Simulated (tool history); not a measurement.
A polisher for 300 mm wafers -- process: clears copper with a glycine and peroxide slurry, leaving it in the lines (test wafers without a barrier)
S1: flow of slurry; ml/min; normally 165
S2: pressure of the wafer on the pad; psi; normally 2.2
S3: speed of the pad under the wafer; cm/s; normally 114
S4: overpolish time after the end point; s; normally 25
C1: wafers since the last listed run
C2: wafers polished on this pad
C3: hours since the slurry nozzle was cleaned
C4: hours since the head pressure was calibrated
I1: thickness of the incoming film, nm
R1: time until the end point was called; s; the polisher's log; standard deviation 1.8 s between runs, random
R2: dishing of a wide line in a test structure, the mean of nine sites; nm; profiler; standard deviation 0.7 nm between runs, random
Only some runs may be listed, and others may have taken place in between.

Run 1, hour 0: usual settings; C1 0; C2 486; C3 66.3; C4 544.8; I1 580.3. Result: R1 116.4 s, R2 58.4 nm.
At hour 31.6: worn pad replaced by a new one.
Run 2, hour 34.8: usual settings; C1 177; C2 18; C3 101.1; C4 579.6; I1 572.3. Result: R1 114.5 s, R2 58.9 nm.
Run 3, hour 62: usual settings; C1 156; C2 174; C3 128.3; C4 606.8; I1 575.7. Result: R1 118.3 s, R2 57.7 nm.
At hour 133.1: worn pad replaced by a new one.
Run 4, hour 143.4: usual settings; C1 444; C2 59; C3 209.7; C4 688.2; I1 563.5. Result: R1 114.6 s, R2 58.1 nm.
Run 5, hour 176.5: usual settings; C1 190; C2 249; C3 242.8; C4 721.3; I1 576.1. Result: R1 116.5 s, R2 57.5 nm.
At hour 249.2: worn pad replaced by a new one.
Run 6, hour 257.4: usual settings but S1 150 ml/min; C1 441; C2 47; C3 323.7; C4 802.2; I1 569.2. Result: R1 120.2 s, R2 55.8 nm.
Run 7, hour 282.8: usual settings but S1 150 ml/min; C1 145; C2 193; C3 349.1; C4 827.6; I1 568.1. Result: R1 123.8 s, R2 55.7 nm.
At hour 314.3: head pressure recalibrated.
Run 8, hour 314.8: usual settings but S1 150 ml/min; C1 172; C2 365; C3 381.1; C4 0.5; I1 567.9. Result: R1 119.9 s, R2 55.8 nm.
At hour 318.3: slurry nozzle cleaned.
Run 9, hour 348.3: usual settings but S1 155 ml/min; C1 186; C2 552; C3 30; C4 34; I1 573.1. Result: R1 115.8 s, R2 58.7 nm.
Run 10, hour 364.4: usual settings; C1 92; C2 645; C3 46.1; C4 50.1; I1 577.1. Result: R1 115.9 s, R2 58.8 nm.
At hour 374.4: worn pad replaced by a new one.
Run 11, hour 385: usual settings but S1 145 ml/min, S2 1.6 psi, S3 78 cm/s, S4 11 s; C1 95; C2 60; C3 66.7; C4 70.7; I1 570.5. Result: R1 168.9 s, R2 21.5 nm.
Run 12, hour 408.6: usual settings but S4 36 s; C1 135; C2 196; C3 90.3; C4 94.3; I1 568.2. Result: R1 115.9 s, R2 73.8 nm.
Run 13, hour 432.7: usual settings but S2 1.9 psi, S3 138 cm/s; C1 138; C2 335; C3 114.4; C4 118.4; I1 568.9. Result: R1 104.7 s, R2 59.8 nm.

Run 14 has not been measured yet. What should we expect?
Run 14, hour 457.2: usual settings but S4 18 s; C1 140; C2 475; C3 138.9; C4 142.9; I1 561.9. Result: R1 ?, R2 ?.

{"run 14": {"R1": 112.3, "R2": 45.4}}
Were there no unlogged condition in the tool, this run, its random variation unchanged, would have produced R1 109.5 s, R2 46.3 nm.
